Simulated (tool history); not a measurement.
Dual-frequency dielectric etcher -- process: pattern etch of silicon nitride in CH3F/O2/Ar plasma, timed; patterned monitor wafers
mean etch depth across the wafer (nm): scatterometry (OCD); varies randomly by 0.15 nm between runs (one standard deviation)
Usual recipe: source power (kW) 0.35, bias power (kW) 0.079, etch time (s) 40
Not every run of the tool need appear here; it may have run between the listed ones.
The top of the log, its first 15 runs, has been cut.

run,hour,source power (kW),bias power (kW),etch time (s),"read-back reference wafer on the same gauge, depth_nm",mean etch depth across the wafer (nm)
16,183.5,0.35,0.09,40,27,27.84
17,184.9,0.35,0.079,40,27.02,26.98
18,202.9,0.43,0.065,51,26.98,34.27
19,218.4,0.43,0.06,45,27,29.75
20,236.4,0.31,0.079,37,26.98,23.99
21,251.4,0.38,0.063,32.5,26.97,20.85
# hour 258: bias power generator calibrated
# hour 276.4: source power generator calibrated
22,276.9,0.42,0.079,40,26.99,28.6
# hour 284: gauge calibrated
23,287.9,0.35,0.079,40,27.04,27.09
24,297.8,0.41,0.069,52,27.02,35.1
25,314.3,0.31,0.098,47,27.05,33.05
26,326.2,0.28,0.079,40,27.03,25.61
27,346.1,0.3,0.063,44.5,26.98,27.05
28,362.4,0.35,0.079,40,27.01,27.19
29,390.3,0.35,0.079,40,27.01,27.23
30,400.2,0.4,0.061,43.5,26.99,28.76

Predict each of these 4 candidate next runs independently; none follows another, all start after run 30:
A,400.6,0.35,0.062,40,?,?
B,400.6,0.33,0.062,40,?,?
C,400.6,0.31,0.068,40,?,?
D,400.6,0.35,0.073,36,?,?

run,"read-back reference wafer on the same gauge, depth_nm",mean etch depth across the wafer (nm)
A,26.98,25.53
B,26.98,25.1
C,26.98,25.41
D,26.98,24.21
Had the tool no hidden state, the same runs would have come out as:
run,mean etch depth across the wafer (nm)
A,24.76
B,24.35
C,24.65
D,23.48
